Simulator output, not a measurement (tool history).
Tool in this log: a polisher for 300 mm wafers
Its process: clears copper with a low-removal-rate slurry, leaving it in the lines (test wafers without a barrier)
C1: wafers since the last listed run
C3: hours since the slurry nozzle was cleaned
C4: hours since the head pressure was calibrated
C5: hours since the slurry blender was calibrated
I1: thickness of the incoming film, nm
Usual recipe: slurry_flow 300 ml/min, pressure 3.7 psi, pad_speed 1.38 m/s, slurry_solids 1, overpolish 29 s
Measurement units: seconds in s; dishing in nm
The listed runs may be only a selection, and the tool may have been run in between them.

{"run": 1, "hour": 0.0, "slurry_flow": 300, "pressure": 3.7, "pad_speed": 1.38, "slurry_solids": 1, "overpolish": 29, "C1": 0, "wafers polished on this pad": 430, "C3": 205.5, "C4": 35.4, "C5": 280.7, "I1": 587, "seconds": 147.2, "dishing": 52}
{"hour": 8.9, "done": "slurry blender recalibrated"}
{"hour": 11.9, "done": "slurry nozzle cleaned"}
{"run": 2, "hour": 15.5, "slurry_flow": 265, "pressure": 2.7, "pad_speed": 1.38, "slurry_solids": 1, "overpolish": 29, "C1": 81, "wafers polished on this pad": 511, "C3": 3.6, "C4": 50.9, "C5": 6.6, "I1": 580.9, "seconds": 208.2, "dishing": 40.5}
{"run": 3, "hour": 27.7, "slurry_flow": 300, "pressure": 4.3, "pad_speed": 1.38, "slurry_solids": 0.9, "overpolish": 29, "C1": 79, "wafers polished on this pad": 591, "C3": 15.8, "C4": 63.1, "C5": 18.8, "I1": 592.6, "seconds": 132.9, "dishing": 54.8}
{"run": 4, "hour": 38.4, "slurry_flow": 300, "pressure": 3.7, "pad_speed": 1.38, "slurry_solids": 1, "overpolish": 29, "C1": 69, "wafers polished on this pad": 661, "C3": 26.5, "C4": 73.8, "C5": 29.5, "I1": 583.3, "seconds": 148.8, "dishing": 51.1}
{"run": 5, "hour": 46.0, "slurry_flow": 300, "pressure": 3.7, "pad_speed": 1.38, "slurry_solids": 1, "overpolish": 29, "C1": 49, "wafers polished on this pad": 710, "C3": 34.1, "C4": 81.4, "C5": 37.1, "I1": 600.2, "seconds": 156.7, "dishing": 51.6}
{"run": 6, "hour": 54.3, "slurry_flow": 380, "pressure": 4.3, "pad_speed": 1.24, "slurry_solids": 1, "overpolish": 44, "C1": 54, "wafers polished on this pad": 765, "C3": 42.4, "C4": 89.7, "C5": 45.4, "I1": 590.1, "seconds": 147.4, "dishing": 62.4}
{"run": 7, "hour": 64.8, "slurry_flow": 340, "pressure": 3.7, "pad_speed": 1.38, "slurry_solids": 0.8, "overpolish": 29, "C1": 68, "wafers polished on this pad": 833, "C3": 52.9, "C4": 100.2, "C5": 55.9, "I1": 592.6, "seconds": 167.5, "dishing": 49.2}
{"run": 8, "hour": 71.2, "slurry_flow": 300, "pressure": 3.7, "pad_speed": 1.14, "slurry_solids": 0.8, "overpolish": 29, "C1": 41, "wafers polished on this pad": 875, "C3": 59.3, "C4": 106.6, "C5": 62.3, "I1": 586.8, "seconds": 194.5, "dishing": 42.9}
{"hour": 84.8, "done": "worn pad replaced by a new one, repeated, since the last time left the tool worse"}
{"run": 9, "hour": 85.3, "slurry_flow": 300, "pressure": 3.7, "pad_speed": 1.38, "slurry_solids": 1, "overpolish": 29, "C1": 65, "wafers polished on this pad": 3, "C3": 73.4, "C4": 120.7, "C5": 76.4, "I1": 589.9, "seconds": 134.3, "dishing": 54.8}
{"run": 10, "hour": 94.7, "slurry_flow": 300, "pressure": 3, "pad_speed": 1.38, "slurry_solids": 1, "overpolish": 43, "C1": 61, "wafers polished on this pad": 64, "C3": 82.8, "C4": 130.1, "C5": 85.8, "I1": 597, "seconds": 170.5, "dishing": 57.3}
{"run": 11, "hour": 110.6, "slurry_flow": 225, "pressure": 3.7, "pad_speed": 1.38, "slurry_solids": 1.25, "overpolish": 29, "C1": 103, "wafers polished on this pad": 168, "C3": 98.7, "C4": 146, "C5": 101.7, "I1": 598.7, "seconds": 131.5, "dishing": 55.2}
{"run": 12, "hour": 121.3, "slurry_flow": 300, "pressure": 3.7, "pad_speed": 1.56, "slurry_solids": 1, "overpolish": 29, "C1": 69, "wafers polished on this pad": 238, "C3": 109.4, "C4": 156.7, "C5": 112.4, "I1": 588.7, "seconds": 118, "dishing": 56.7}
{"run": 13, "hour": 134.2, "slurry_flow": 300, "pressure": 3.7, "pad_speed": 1.38, "slurry_solids": 1.15, "overpolish": 39, "C1": 84, "wafers polished on this pad": 322, "C3": 122.3, "C4": 169.6, "C5": 125.3, "I1": 585.8, "seconds": 129.7, "dishing": 62.9}
{"run": 14, "hour": 140.6, "slurry_flow": 300, "pressure": 3.7, "pad_speed": 1.38, "slurry_solids": 1, "overpolish": 29, "C1": 41, "wafers polished on this pad": 364, "C3": 128.7, "C4": 176, "C5": 131.7, "I1": 576.7, "seconds": 133.3, "dishing": 53.2}
{"run": 15, "hour": 151.2, "slurry_flow": 255, "pressure": 3.7, "pad_speed": 1.02, "slurry_solids": 1, "overpolish": 29, "C1": 69, "wafers polished on this pad": 433, "C3": 139.3, "C4": 186.6, "C5": 142.3, "I1": 590.8, "seconds": 186.9, "dishing": 45.6}
{"run": 16, "hour": 168.3, "slurry_flow": 235, "pressure": 2.7, "pad_speed": 1, "slurry_solids": 1, "overpolish": 22, "C1": 111, "wafers polished on this pad": 545, "C3": 156.4, "C4": 203.7, "C5": 159.4, "I1": 595.5, "seconds": 258.9, "dishing": 28.2}
{"run": 17, "hour": 175.6, "slurry_flow": 300, "pressure": 3.7, "pad_speed": 1.38, "slurry_solids": 1, "overpolish": 29, "C1": 47, "wafers polished on this pad": 592, "C3": 163.7, "C4": 211, "C5": 166.7, "I1": 595.6, "seconds": 141.3, "dishing": 52.3}
{"run": 18, "hour": 193.8, "slurry_flow": 300, "pressure": 3.7, "pad_speed": 1.54, "slurry_solids": 0.9, "overpolish": 29, "C1": 118, "wafers polished on this pad": 711, "C3": 181.9, "C4": 229.2, "C5": 184.9, "I1": 587.6, "seconds": 126.7, "dishing": 54.9}
{"run": 19, "hour": 209.1, "slurry_flow": 260, "pressure": 3.7, "pad_speed": 1.38, "slurry_solids": 1, "overpolish": 29, "C1": 99, "wafers polished on this pad": 811, "C3": 197.2, "C4": 244.5, "C5": 200.2, "I1": 591.9, "seconds": 137.7, "dishing": 52.6}
{"run": 20, "hour": 220.1, "slurry_flow": 300, "pressure": 2.6, "pad_speed": 1.06, "slurry_solids": 1.2, "overpolish": 24, "C1": 71, "wafers polished on this pad": 883, "C3": 208.2, "C4": 255.5, "C5": 211.2, "I1": 588, "seconds": 248.8, "dishing": 31.1}
{"hour": 224.9, "done": "worn pad replaced by a new one"}
{"run": 21, "hour": 234.3, "slurry_flow": 300, "pressure": 3.7, "pad_speed": 1.38, "slurry_solids": 1, "overpolish": 29, "C1": 66, "wafers polished on this pad": 61, "C3": 222.4, "C4": 269.7, "C5": 225.4, "I1": 602.1, "seconds": 142.3, "dishing": 54.6}
{"hour": 242.9, "done": "slurry nozzle cleaned"}
{"run": 22, "hour": 244.9, "slurry_flow": 300, "pressure": 4.2, "pad_speed": 1.52, "slurry_solids": 1, "overpolish": 29, "C1": 62, "wafers polished on this pad": 124, "C3": 2, "C4": 280.3, "C5": 236, "I1": 589.2, "seconds": 108.3, "dishing": 61.9}
{"run": 23, "hour": 286.8, "slurry_flow": 300, "pressure": 3.3, "pad_speed": 1.38, "slurry_solids": 1, "overpolish": 29, "C1": 273, "wafers polished on this pad": 397, "C3": 43.9, "C4": 322.2, "C5": 277.9, "I1": 592.2, "seconds": 152.8, "dishing": 50}
{"run": 24, "hour": 303.5, "slurry_flow": 390, "pressure": 2.6, "pad_speed": 1.06, "slurry_solids": 1, "overpolish": 29, "C1": 109, "wafers polished on this pad": 506, "C3": 60.6, "C4": 338.9, "C5": 294.6, "I1": 595.1, "seconds": 249.7, "dishing": 36.7}
{"run": 25, "hour": 320.1, "slurry_flow": 270, "pressure": 3.7, "pad_speed": 1.38, "slurry_solids": 0.85, "overpolish": 39, "C1": 108, "wafers polished on this pad": 615, "C3": 77.2, "C4": 355.5, "C5": 311.2, "I1": 578.1, "seconds": 146.5, "dishing": 61}
{"run": 26, "hour": 336.0, "slurry_flow": 300, "pressure": 3.7, "pad_speed": 1.38, "slurry_solids": 1, "overpolish": 29, "C1": 103, "wafers polished on this pad": 718, "C3": 93.1, "C4": 371.4, "C5": 327.1, "I1": 580.4, "seconds": 133.6, "dishing": 54.1}
{"run": 27, "hour": 346.1, "slurry_flow": 300, "pressure": 3.2, "pad_speed": 1.38, "slurry_solids": 1, "overpolish": 42, "C1": 65, "wafers polished on this pad": 784, "C3": 103.2, "C4": 381.5, "C5": 337.2, "I1": 591.6, "seconds": 163.5, "dishing": 57.3}
{"hour": 355.1, "done": "worn pad replaced by a new one"}
{"run": 28, "hour": 355.6, "slurry_flow": 300, "pressure": 3.7, "pad_speed": 1.38, "slurry_solids": 1, "overpolish": 29, "C1": 35, "wafers polished on this pad": 3, "C3": 112.7, "C4": 391, "C5": 346.7, "I1": 591.1, "seconds": 134.7, "dishing": 55.6}

What the log doesn't show, run by run:
slurry flow missing at the pad, %: 0 in every run
deviation of the head's pressure from its setpoint, %: 0 in every run
abrasive missing from the slurry, %: 0 in every run
H1: removal rate lost through wear of the pad, %
run=1 H1=10.6
run=2 H1=11.3
run=3 H1=11.8
run=4 H1=12.4
run=5 H1=12.9
run=6 H1=13.4
run=7 H1=14.1
run=8 H1=14.6
run=9 H1=0.443
run=10 H1=0.469
run=11 H1=0.623
run=12 H1=0.804
run=13 H1=1.1
run=14 H1=1.29
run=15 H1=1.64
run=16 H1=2.33
run=17 H1=2.68
run=18 H1=3.66
run=19 H1=4.63
run=20 H1=5.4
run=21 H1=0.653
run=22 H1=0.738
run=23 H1=1.67
run=24 H1=2.3
run=25 H1=3.09
run=26 H1=3.97
run=27 H1=4.61
run=28 H1=0.723
